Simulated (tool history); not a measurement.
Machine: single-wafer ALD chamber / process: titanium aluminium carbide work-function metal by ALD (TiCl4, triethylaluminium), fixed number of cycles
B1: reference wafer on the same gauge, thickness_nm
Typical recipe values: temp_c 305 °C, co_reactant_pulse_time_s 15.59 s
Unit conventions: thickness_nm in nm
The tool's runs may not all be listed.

Run 1, day 0: usual settings; B1 2.371. Result: thickness_nm 2.299 nm.
Run 2, day 1.975: usual settings; B1 2.37. Result: thickness_nm 2.309 nm.
Run 3, day 3.908: usual settings; B1 2.369. Result: thickness_nm 2.299 nm.
Run 4, day 6.475: usual settings; B1 2.371. Result: thickness_nm 2.31 nm.
Run 5, day 9.283: usual settings; B1 2.369. Result: thickness_nm 2.305 nm.
Run 6, day 11.292: usual settings; B1 2.372. Result: thickness_nm 2.318 nm.
Run 7, day 13.512: usual settings; B1 2.37. Result: thickness_nm 2.311 nm.
At day 14.746: showerhead replaced.
Run 8, day 14.767: usual settings but temp_c 309 °C, co_reactant_pulse_time_s 17.8 s; B1 2.368. Result: thickness_nm 2.352 nm.
Run 9, day 15.646: usual settings but co_reactant_pulse_time_s 13.36 s; B1 2.367. Result: thickness_nm 2.29 nm.
At day 16.762: thermocouple changed; heater temperature recalibrated.
Run 10, day 18.262: usual settings but temp_c 313 °C; B1 2.37. Result: thickness_nm 2.345 nm.
At day 19.208: triethylaluminium bottle replaced.
Run 11, day 19.704: usual settings but temp_c 317 °C, co_reactant_pulse_time_s 12.94 s; B1 2.372. Result: thickness_nm 2.387 nm.
At day 20.054: gauge calibrated.
Run 12, day 20.983: usual settings; B1 2.373. Result: thickness_nm 2.265 nm.
Run 13, day 22.95: usual settings but temp_c 311 °C, co_reactant_pulse_time_s 17.84 s; B1 2.371. Result: thickness_nm 2.35 nm.
Run 14, day 25.504: usual settings but temp_c 298 °C, co_reactant_pulse_time_s 21.8 s; B1 2.37. Result: thickness_nm 2.205 nm.
Run 15, day 27.312: usual settings but temp_c 320 °C; B1 2.37. Result: thickness_nm 2.462 nm.

Results for each run, recomputed without the tool's hidden state and with each run's random variation untouched:
The hidden state here: wafer temperature above the value expected at the setpoint (K); triethylaluminium dose above that of a fresh bottle (%); gauge reads high (%).
run  thickness_nm
  1         2.249
  2         2.257
  3         2.246
  4         2.257
  5         2.251
  6         2.263
  7         2.255
  8         2.296
  9         2.235
 10         2.338
 11         2.375
 12         2.248
 13         2.326
 14         2.175
 15         2.426

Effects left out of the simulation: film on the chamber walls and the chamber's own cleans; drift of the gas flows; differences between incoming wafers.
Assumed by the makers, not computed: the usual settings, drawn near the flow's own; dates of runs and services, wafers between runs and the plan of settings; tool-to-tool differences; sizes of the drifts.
